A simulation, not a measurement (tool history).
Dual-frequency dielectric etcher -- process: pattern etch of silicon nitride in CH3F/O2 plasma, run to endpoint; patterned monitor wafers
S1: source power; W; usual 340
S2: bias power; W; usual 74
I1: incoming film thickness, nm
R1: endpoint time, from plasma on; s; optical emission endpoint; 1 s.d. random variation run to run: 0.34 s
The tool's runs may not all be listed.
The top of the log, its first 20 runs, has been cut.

run,day,S1,S2,I1,R1
# day 44.842: source power generator calibrated
21,46.388,340,74,66.5,79.4
22,48.338,300,59,66.1,92.5
23,50.442,310,64,66.2,87.7
24,53.358,260,92,65.8,78.8
25,55.312,300,66,66.1,87.3
26,57.338,380,66,66.4,79.1
27,59.775,340,74,66.4,78.2
28,61.958,370,83,65.5,70.2
29,64.375,340,59,66.2,86.4
30,66.029,340,74,65.7,76.8
# day 67.142: wet clean of the chamber
31,68.546,340,74,66.5,79.8
32,71.492,340,74,66.1,79.3
33,73.267,340,69,66.1,81.2
34,79.867,340,85,66,73.3
35,82.808,380,74,65.9,74.5
36,85.579,340,74,65.7,77.7

Forecast each of these 3 alternatives for the next run:
A,85.6,340,74,66.7,?
B,85.6,410,74,66.7,?
C,85.6,400,74,66.7,?

run,R1
A,78.6
B,72.7
C,73.5
With the hidden condition removed and each run's random variation left untouched, the same runs would have given:
run,R1
A,80.5
B,74.5
C,75.2

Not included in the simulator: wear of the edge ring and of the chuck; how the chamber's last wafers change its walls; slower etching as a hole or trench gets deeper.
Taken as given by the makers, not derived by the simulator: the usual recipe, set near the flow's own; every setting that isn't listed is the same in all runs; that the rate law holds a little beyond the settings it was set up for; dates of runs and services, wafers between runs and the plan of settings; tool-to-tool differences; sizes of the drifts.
